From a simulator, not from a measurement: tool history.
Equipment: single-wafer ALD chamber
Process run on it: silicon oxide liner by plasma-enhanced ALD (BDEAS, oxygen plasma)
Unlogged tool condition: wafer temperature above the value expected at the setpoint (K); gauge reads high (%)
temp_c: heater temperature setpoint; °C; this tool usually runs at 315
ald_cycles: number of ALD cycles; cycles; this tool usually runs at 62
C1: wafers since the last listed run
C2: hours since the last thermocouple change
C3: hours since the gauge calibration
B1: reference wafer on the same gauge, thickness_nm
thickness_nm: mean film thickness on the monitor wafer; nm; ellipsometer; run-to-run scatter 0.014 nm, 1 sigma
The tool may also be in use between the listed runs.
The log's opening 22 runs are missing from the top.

{"run": 23, "day": 11.842, "temp_c": 315, "ald_cycles": 62, "C1": 57, "C2": 2707.0, "C3": 671.8, "B1": 5.621, "thickness_nm": 5.464}
{"run": 24, "day": 12.333, "temp_c": 315, "ald_cycles": 62, "C1": 54, "C2": 2718.8, "C3": 683.6, "B1": 5.62, "thickness_nm": 5.455}
{"run": 25, "day": 12.771, "temp_c": 306, "ald_cycles": 52, "C1": 48, "C2": 2729.3, "C3": 694.1, "B1": 5.619, "thickness_nm": 4.664}
{"run": 26, "day": 13.196, "temp_c": 315, "ald_cycles": 62, "C1": 47, "C2": 2739.5, "C3": 704.3, "B1": 5.622, "thickness_nm": 5.506}
{"run": 27, "day": 13.492, "temp_c": 302, "ald_cycles": 69, "C1": 32, "C2": 2746.6, "C3": 711.4, "B1": 5.621, "thickness_nm": 6.232}
{"run": 28, "day": 14.483, "temp_c": 328, "ald_cycles": 51, "C1": 110, "C2": 2770.4, "C3": 735.2, "B1": 5.62, "thickness_nm": 4.43}
{"day": 14.942, "done": "gauge calibrated"}
{"day": 15.217, "done": "thermocouple changed; heater temperature recalibrated"}
{"run": 29, "day": 15.238, "temp_c": 324, "ald_cycles": 57, "C1": 46, "C2": 0.5, "C3": 7.1, "B1": 5.617, "thickness_nm": 4.964}
{"run": 30, "day": 16.904, "temp_c": 315, "ald_cycles": 62, "C1": 185, "C2": 40.5, "C3": 47.1, "B1": 5.62, "thickness_nm": 5.492}
{"run": 31, "day": 17.646, "temp_c": 315, "ald_cycles": 62, "C1": 82, "C2": 58.3, "C3": 64.9, "B1": 5.62, "thickness_nm": 5.495}
{"run": 32, "day": 17.996, "temp_c": 315, "ald_cycles": 62, "C1": 39, "C2": 66.7, "C3": 73.3, "B1": 5.619, "thickness_nm": 5.506}
{"run": 33, "day": 18.633, "temp_c": 327, "ald_cycles": 57, "C1": 71, "C2": 82.0, "C3": 88.6, "B1": 5.618, "thickness_nm": 4.963}
{"run": 34, "day": 18.892, "temp_c": 303, "ald_cycles": 55, "C1": 28, "C2": 88.2, "C3": 94.8, "B1": 5.619, "thickness_nm": 4.955}
{"run": 35, "day": 19.433, "temp_c": 309, "ald_cycles": 73, "C1": 60, "C2": 101.2, "C3": 107.8, "B1": 5.62, "thickness_nm": 6.525}
{"run": 36, "day": 19.904, "temp_c": 315, "ald_cycles": 62, "C1": 52, "C2": 112.5, "C3": 119.1, "B1": 5.622, "thickness_nm": 5.463}
{"run": 37, "day": 20.529, "temp_c": 315, "ald_cycles": 53, "C1": 69, "C2": 127.5, "C3": 134.1, "B1": 5.621, "thickness_nm": 4.709}
{"run": 38, "day": 20.846, "temp_c": 308, "ald_cycles": 67, "C1": 35, "C2": 135.1, "C3": 141.7, "B1": 5.62, "thickness_nm": 5.983}
{"run": 39, "day": 21.562, "temp_c": 327, "ald_cycles": 70, "C1": 79, "C2": 152.3, "C3": 158.9, "B1": 5.618, "thickness_nm": 6.081}
{"run": 40, "day": 22.158, "temp_c": 319, "ald_cycles": 62, "C1": 66, "C2": 166.6, "C3": 173.2, "B1": 5.618, "thickness_nm": 5.469}
{"run": 41, "day": 22.9, "temp_c": 300, "ald_cycles": 74, "C1": 82, "C2": 184.4, "C3": 191.0, "B1": 5.617, "thickness_nm": 6.693}
{"run": 42, "day": 23.354, "temp_c": 315, "ald_cycles": 62, "C1": 50, "C2": 195.3, "C3": 201.9, "B1": 5.62, "thickness_nm": 5.519}
{"run": 43, "day": 23.717, "temp_c": 308, "ald_cycles": 62, "C1": 40, "C2": 204.0, "C3": 210.6, "B1": 5.622, "thickness_nm": 5.545}
{"run": 44, "day": 24.267, "temp_c": 315, "ald_cycles": 66, "C1": 61, "C2": 217.2, "C3": 223.8, "B1": 5.621, "thickness_nm": 5.84}
{"run": 45, "day": 24.517, "temp_c": 315, "ald_cycles": 62, "C1": 27, "C2": 223.2, "C3": 229.8, "B1": 5.619, "thickness_nm": 5.485}

3 ways to go on from here, each from the tool as it stands after run 45. What would each give?
{"run": "A", "day": 24.538, "temp_c": 315, "ald_cycles": 55, "C1": 2, "C2": 223.7, "C3": 230.3, "B1": "?", "thickness_nm": "?"}
{"run": "B", "day": 24.538, "temp_c": 323, "ald_cycles": 62, "C1": 2, "C2": 223.7, "C3": 230.3, "B1": "?", "thickness_nm": "?"}
{"run": "C", "day": 24.538, "temp_c": 326, "ald_cycles": 70, "C1": 2, "C2": 223.7, "C3": 230.3, "B1": "?", "thickness_nm": "?"}

run=A B1=5.621 thickness_nm=4.882
run=B B1=5.621 thickness_nm=5.440
run=C B1=5.621 thickness_nm=6.116
Had the tool no hidden state, the same runs would have come out as:
run=A thickness_nm=4.882
run=B thickness_nm=5.440
run=C thickness_nm=6.116
